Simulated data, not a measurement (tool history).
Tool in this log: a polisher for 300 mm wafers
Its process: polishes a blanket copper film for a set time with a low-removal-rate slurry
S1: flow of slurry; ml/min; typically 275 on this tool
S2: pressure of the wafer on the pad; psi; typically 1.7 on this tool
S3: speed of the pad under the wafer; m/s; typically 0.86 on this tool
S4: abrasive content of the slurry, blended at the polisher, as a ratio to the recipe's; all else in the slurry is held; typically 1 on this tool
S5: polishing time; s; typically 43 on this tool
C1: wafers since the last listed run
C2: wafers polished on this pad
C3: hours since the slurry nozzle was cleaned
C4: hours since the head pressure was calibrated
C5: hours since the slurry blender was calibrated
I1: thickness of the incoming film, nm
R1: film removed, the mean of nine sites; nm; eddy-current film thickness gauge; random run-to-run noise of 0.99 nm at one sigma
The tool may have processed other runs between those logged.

run	hour	S1	S2	S3	S4	S5	C1	C2	C3	C4	C5	I1	R1
1	0	275	1.7	1.08	1	43	0	283	566.2	222.6	10.5	672.5	92.3
2	9.4	275	1.7	1.08	1	43	86	370	575.6	232	19.9	683.7	90.2
3	18.5	275	1.7	1.08	1	43	83	454	584.7	241.1	29	686.4	92.1
4	35.6	275	1.7	0.86	1	54	157	612	601.8	258.2	46.1	677.5	91
5	42.6	275	1.7	0.86	1	54	64	677	608.8	265.2	53.1	692.6	94.9
6	53.1	275	1.4	0.94	1	43	96	773	619.3	275.7	63.6	671.4	69.8
7	61.7	275	1.4	0.94	1	43	79	853	627.9	284.3	72.2	685.6	70.2
8	79.6	275	1.4	0.94	1	43	165	1018	645.8	302.2	90.1	685.2	70.6
9	87.5	325	1.5	0.86	1	43	72	1091	653.7	310.1	98	682.2	68
10	100.8	325	1.5	0.86	1	43	122	1214	667	323.4	111.3	688.8	68.3
# hour 120.6: worn pad replaced by a new one
11	128	275	1.7	0.86	1	43	214	68	694.2	350.6	138.5	668.3	74.1
12	141.1	275	1.7	0.86	1	43	120	189	707.3	363.7	151.6	686.1	73
13	148.7	275	1.7	0.86	1	43	70	259	714.9	371.3	159.2	678.3	74.4
14	166	275	1.7	0.86	1	43	159	419	732.2	388.6	176.5	680.2	75.7
15	183.5	275	1.9	0.86	1.25	33	161	580	749.7	406.1	194	671.7	65.9
# hour 195.2: head pressure recalibrated
16	200.6	275	1.7	0.86	0.9	43	139	719	766.8	5.4	211.1	681	71.3
# hour 207.5: slurry blender recalibrated
17	215.3	240	1.3	0.86	0.9	43	117	837	781.5	20.1	7.8	684.4	60.7
18	232.3	275	1.7	0.86	1	43	156	993	798.5	37.1	24.8	679.7	73.2
19	246	275	1.7	0.86	0.9	52	126	1120	812.2	50.8	38.5	673.3	85
20	260	310	1.7	1	1	43	129	1249	826.2	64.8	52.5	686.2	85.4
# hour 261: slurry nozzle cleaned
21	268.2	215	2.2	0.86	1	43	66	1315	7.2	73	60.7	675.9	86.1
# hour 272.5: worn pad replaced by a new one
22	276.2	275	1.3	0.86	1	43	36	33	15.2	81	68.7	688.7	62.1
23	292.3	275	2.1	0.86	1	43	148	182	31.3	97.1	84.8	689.2	85.4
24	309	275	1.7	0.74	1	43	154	336	48	113.8	101.5	685	63.3
25	325.3	275	1.9	0.86	1	43	150	486	64.3	130.1	117.8	677.6	78.7
26	335.7	275	1.7	0.86	1	43	95	582	74.7	140.5	128.2	687.6	71.2
27	350.9	275	1.7	0.86	1	43	140	723	89.9	155.7	143.4	689.6	73.6
28	362.4	215	1.7	0.86	1	28	106	829	101.4	167.2	154.9	693.4	47.2
29	377.9	275	1.7	1	1.2	36	143	972	116.9	182.7	170.4	664.9	73.8
30	388.5	215	1.7	0.86	1.2	29	97	1069	127.5	193.3	181	675.9	50.9

Across each entry between runs, compare the hidden state at the last listed run before it with the hidden state at the first listed run after it:
Logged between run 10 and run 11: worn pad replaced by a new one (hour 120.6)
  both runs share identical hidden conditions
Logged between run 15 and run 16: head pressure recalibrated (hour 195.2)
  both runs share identical hidden conditions
Logged between run 16 and run 17: slurry blender recalibrated (hour 207.5)
  both runs share identical hidden conditions
Logged between run 20 and run 21: slurry nozzle cleaned (hour 261)
  both runs share identical hidden conditions
Logged between run 21 and run 22: worn pad replaced by a new one (hour 272.5)
  both runs share identical hidden conditions
